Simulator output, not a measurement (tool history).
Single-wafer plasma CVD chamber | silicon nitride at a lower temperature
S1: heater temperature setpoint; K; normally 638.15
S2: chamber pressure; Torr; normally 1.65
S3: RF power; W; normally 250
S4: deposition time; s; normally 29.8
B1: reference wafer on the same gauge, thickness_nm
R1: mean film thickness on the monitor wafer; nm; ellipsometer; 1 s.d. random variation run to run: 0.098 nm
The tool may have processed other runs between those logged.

run,day,S1,S2,S3,S4,B1,R1
1,0,649.15,1.65,250,29.8,33.871,29.71
2,2.729,649.15,1.65,250,29.8,33.863,29.662
3,5.679,649.15,1.65,250,29.8,33.906,29.564
4,7.338,638.15,1.65,250,29.8,33.833,29.733
5,8.879,638.15,1.65,250,29.8,33.891,29.501
6,10.083,638.15,1.65,250,29.8,33.899,29.675
7,12.296,638.15,1.65,250,26.3,33.912,26.192
8,13.779,638.15,1.65,250,29.8,33.899,29.73
# day 13.817: gauge calibrated
9,16.512,638.15,1.65,250,29.8,33.927,29.526
10,18.521,638.15,1.65,250,29.8,33.921,29.437
11,20.904,638.15,1.65,250,29.8,33.948,29.318
12,21.979,638.15,1.65,250,29.8,33.89,29.266
# day 22.329: capacitance manometer re-zeroed and calibrated
13,23.683,629.15,1.65,250,32.8,33.909,32.39
14,25.321,638.15,1.78,250,24.1,33.915,24.469
# day 27.054: RF generator calibrated
# day 27.108: thermocouple changed; heater temperature recalibrated
# day 27.958: showerhead replaced
15,27.979,638.15,1.65,250,29.8,33.889,30.544
16,29.9,638.15,1.65,250,29.8,33.88,30.606
17,32.208,638.15,1.65,250,27.2,33.916,27.862
18,33.771,638.15,1.65,250,29.8,33.896,30.434
19,35.85,633.15,1.92,250,35.5,33.93,38.032
20,37.362,633.15,1.92,250,35.5,33.888,37.914
21,39.392,652.15,1.8,300,28,33.871,32.229
22,41.342,645.15,1.65,285,29.8,33.91,32.567
23,43.346,626.15,1.78,265,29.8,33.879,32.227
24,45.396,629.15,1.65,250,29.8,33.898,30.26

3 options for the next run, each taken on its own from the tool as it stands now. Forecast them:
A,45.412,648.15,1.65,250,29.8,?,?
B,45.412,638.15,1.65,290,29.8,?,?
C,45.412,626.15,1.65,295,29.8,?,?

run,B1,R1
A,33.883,30.226
B,33.883,33.011
C,33.883,33.466
With no hidden state in the tool, these same runs would have given:
run,R1
A,30.569
B,33.373
C,33.833
